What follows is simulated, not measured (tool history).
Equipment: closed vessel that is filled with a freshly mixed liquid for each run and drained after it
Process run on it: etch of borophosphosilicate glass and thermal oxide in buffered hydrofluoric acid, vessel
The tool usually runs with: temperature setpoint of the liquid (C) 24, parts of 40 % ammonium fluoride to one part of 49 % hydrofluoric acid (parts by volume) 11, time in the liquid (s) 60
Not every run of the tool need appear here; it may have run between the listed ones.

| run | hour | temperature setpoint of the liquid (C) | parts of 40 % ammonium fluoride to one part of 49 % hydrofluoric acid (parts by volume) | time in the liquid (s) | read-back film thickness of the borophosphosilicate glass reference wafer, read on the same gauge (nm) | read-back film thickness of the thermal oxide reference wafer, read on the same gauge (nm) | thickness taken off the borophosphosilicate glass on a monitor wafer (Å) | thickness taken off the thermal oxide on a monitor wafer (Å) |
|---|---|---|---|---|---|---|---|---|
| 1 | 0 | 24 | 11 | 40 | 139.99 | 29.98 | 857.4 | 510.1 |
| 2 | 6.7 | 24 | 10 | 85 | 139.99 | 30 | 1972.3 | 1154.6 |
| 3 | 15 | 24 | 10 | 85 | 140.01 | 30.02 | 1961.6 | 1166.4 |
| 4 | 26.7 | 24 | 10 | 85 | 140 | 30.01 | 1966.3 | 1162.2 |
| 5 | 35.6 | 23 | 11 | 45 | 140.01 | 30 | 932.9 | 547.8 |
| 6 | 44.3 | 23 | 11 | 45 | 140.01 | 29.99 | 919.3 | 545.8 |
| 7 | 52.1 | 23 | 11 | 45 | 140.01 | 29.99 | 925.3 | 543.2 |
| 8 | 61 | 24 | 12.5 | 40 | 140 | 29.99 | 784.9 | 456.9 |
| 9 | 69.8 | 24 | 12.5 | 40 | 140 | 29.99 | 772.9 | 458.5 |
| 10 | 77.8 | 24 | 11 | 60 | 139.99 | 30.01 | 1307 | 769.3 |
|  | 84.8 | gauge calibrated |
| 11 | 95.3 | 24 | 11 | 60 | 139.99 | 29.99 | 1333.2 | 774.3 |
| 12 | 110.4 | 24 | 11 | 60 | 140 | 30.01 | 1323.9 | 771.6 |
| 13 | 121 | 24 | 13.5 | 50 | 140 | 30.04 | 903.3 | 534.2 |
| 14 | 131.4 | 20.5 | 8 | 40 | 140 | 30.01 | 992.2 | 575.8 |
| 15 | 146.1 | 26 | 11 | 45 | 140.01 | 29.98 | 1110.3 | 643.3 |
|  | 151.1 | thermometer replaced |
| 16 | 198.8 | 27 | 14.5 | 70 | 139.99 | 30 | 1392.2 | 824.5 |
| 17 | 212.1 | 24 | 10 | 85 | 140 | 29.99 | 2014.2 | 1183.8 |
| 18 | 224.9 | 19 | 11 | 60 | 140.02 | 30.02 | 1010.2 | 590.3 |
|  | 230.8 | hydrofluoric acid flow meter replaced |
| 19 | 239.4 | 24 | 11 | 75 | 140.01 | 30 | 1475.6 | 873.1 |
| 20 | 252.6 | 19.5 | 13 | 35 | 139.99 | 30 | 460.7 | 268 |
| 21 | 262.4 | 27.5 | 11 | 50 | 140.01 | 30.02 | 1195.9 | 706.2 |
| 22 | 275.2 | 24 | 14 | 80 | 140 | 29.97 | 1244.7 | 742.5 |
| 23 | 286.9 | 24 | 12.5 | 40 | 140 | 30 | 703.3 | 415 |
| 24 | 297.9 | 24 | 11 | 60 | 140.02 | 29.99 | 1203.7 | 702.9 |
| 25 | 304.5 | 21 | 12 | 60 | 140 | 29.99 | 927.1 | 547.4 |

Each row is a separate what-if for the run after 25, all from the same tool condition, not one after another. Results?
| A | 305.2 | 21 | 11 | 60 | ? | ? | ? | ? |
| B | 305.2 | 24 | 12.5 | 75 | ? | ? | ? | ? |
| C | 305.2 | 24 | 7 | 75 | ? | ? | ? | ? |
| D | 305.2 | 25.5 | 9.5 | 60 | ? | ? | ? | ? |

| run | read-back film thickness of the borophosphosilicate glass reference wafer, read on the same gauge (nm) | read-back film thickness of the thermal oxide reference wafer, read on the same gauge (nm) | thickness taken off the borophosphosilicate glass on a monitor wafer (Å) | thickness taken off the thermal oxide on a monitor wafer (Å) |
|---|---|---|---|---|
| A | 140.01 | 30 | 1017.6 | 595.6 |
| B | 140.01 | 30 | 1321 | 775.3 |
| C | 140.01 | 30 | 2311.3 | 1348.9 |
| D | 140.01 | 30 | 1463.6 | 858.1 |
Without the tool's unlogged condition, the same runs would have read:
| run | thickness taken off the borophosphosilicate glass on a monitor wafer (Å) | thickness taken off the thermal oxide on a monitor wafer (Å) |
|---|---|---|
| A | 998.8 | 584.7 |
| B | 1296.4 | 761 |
| C | 2272.7 | 1326.8 |
| D | 1446 | 847.9 |
